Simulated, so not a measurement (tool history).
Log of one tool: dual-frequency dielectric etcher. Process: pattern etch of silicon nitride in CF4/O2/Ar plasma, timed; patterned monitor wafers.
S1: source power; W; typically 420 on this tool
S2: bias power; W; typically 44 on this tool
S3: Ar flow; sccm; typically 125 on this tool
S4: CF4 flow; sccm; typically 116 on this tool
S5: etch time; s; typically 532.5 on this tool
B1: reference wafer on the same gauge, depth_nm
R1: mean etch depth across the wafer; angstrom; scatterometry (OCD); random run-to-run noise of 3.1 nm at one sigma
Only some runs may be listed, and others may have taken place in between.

{"run": 1, "day": 0.0, "S1": 420, "S2": 44, "S3": 125, "S4": 116, "S5": 405.5, "B1": 943.0, "R1": 6507}
{"run": 2, "day": 1.971, "S1": 420, "S2": 44, "S3": 125, "S4": 116, "S5": 405.5, "B1": 944.3, "R1": 6539}
{"run": 3, "day": 3.725, "S1": 420, "S2": 44, "S3": 125, "S4": 116, "S5": 532.5, "B1": 943.4, "R1": 8556}
{"run": 4, "day": 5.946, "S1": 420, "S2": 44, "S3": 125, "S4": 116, "S5": 532.5, "B1": 941.7, "R1": 8641}
{"run": 5, "day": 7.312, "S1": 420, "S2": 44, "S3": 117, "S4": 128, "S5": 532.5, "B1": 943.9, "R1": 8748}
{"day": 9.954, "done": "upper electrode replaced"}
{"run": 6, "day": 9.975, "S1": 420, "S2": 44, "S3": 125, "S4": 116, "S5": 532.5, "B1": 942.3, "R1": 8616}
{"day": 10.679, "done": "gauge calibrated"}
{"run": 7, "day": 11.671, "S1": 420, "S2": 44, "S3": 125, "S4": 116, "S5": 532.5, "B1": 942.8, "R1": 8645}
{"run": 8, "day": 14.121, "S1": 360, "S2": 44, "S3": 125, "S4": 116, "S5": 532.5, "B1": 942.7, "R1": 7673}
{"run": 9, "day": 15.183, "S1": 420, "S2": 44, "S3": 125, "S4": 116, "S5": 532.5, "B1": 943.2, "R1": 8665}
{"day": 17.262, "done": "wet clean of the chamber"}
{"day": 17.312, "done": "source power generator calibrated"}
{"run": 10, "day": 17.725, "S1": 420, "S2": 44, "S3": 139, "S4": 104, "S5": 532.5, "B1": 942.3, "R1": 8767}
{"day": 19.304, "done": "CF4 flow controller replaced"}
{"day": 19.692, "done": "bias power generator calibrated"}
{"run": 11, "day": 19.95, "S1": 420, "S2": 38, "S3": 125, "S4": 116, "S5": 465.0, "B1": 943.4, "R1": 7469}
{"day": 21.533, "done": "wet clean of the chamber, repeated, since the last time left the tool worse"}
{"run": 12, "day": 21.554, "S1": 420, "S2": 44, "S3": 112, "S4": 93, "S5": 532.5, "B1": 943.4, "R1": 8304}
{"run": 13, "day": 24.008, "S1": 390, "S2": 44, "S3": 125, "S4": 116, "S5": 613.5, "B1": 943.4, "R1": 9268}
{"run": 14, "day": 25.075, "S1": 320, "S2": 44, "S3": 125, "S4": 116, "S5": 532.5, "B1": 942.9, "R1": 6836}
{"day": 25.446, "done": "Ar flow controller replaced"}
{"run": 15, "day": 26.396, "S1": 420, "S2": 44, "S3": 146, "S4": 116, "S5": 678.5, "B1": 942.8, "R1": 10758}
{"run": 16, "day": 27.775, "S1": 420, "S2": 44, "S3": 125, "S4": 116, "S5": 405.5, "B1": 941.9, "R1": 6531}
{"run": 17, "day": 32.192, "S1": 420, "S2": 44, "S3": 117, "S4": 106, "S5": 532.5, "B1": 942.5, "R1": 8518}

Below are 5 alternative next runs, each starting from the tool's condition after run 17. Predict each:
{"run": "A", "day": 32.217, "S1": 420, "S2": 44, "S3": 125, "S4": 116, "S5": 532.5, "B1": "?", "R1": "?"}
{"run": "B", "day": 32.217, "S1": 420, "S2": 44, "S3": 125, "S4": 138, "S5": 532.5, "B1": "?", "R1": "?"}
{"run": "C", "day": 32.217, "S1": 480, "S2": 55, "S3": 125, "S4": 116, "S5": 532.5, "B1": "?", "R1": "?"}
{"run": "D", "day": 32.217, "S1": 450, "S2": 40, "S3": 125, "S4": 116, "S5": 532.5, "B1": "?", "R1": "?"}
{"run": "E", "day": 32.217, "S1": 490, "S2": 52, "S3": 125, "S4": 116, "S5": 391.5, "B1": "?", "R1": "?"}

run=A B1=942.3 R1=8638
run=B B1=942.3 R1=8844
run=C B1=942.3 R1=10405
run=D B1=942.3 R1=8857
run=E B1=942.3 R1=7629
With the hidden condition removed and each run's random variation left untouched, the same runs would have given:
run=A R1=8473
run=B R1=8675
run=C R1=10206
run=D R1=8689
run=E R1=7484
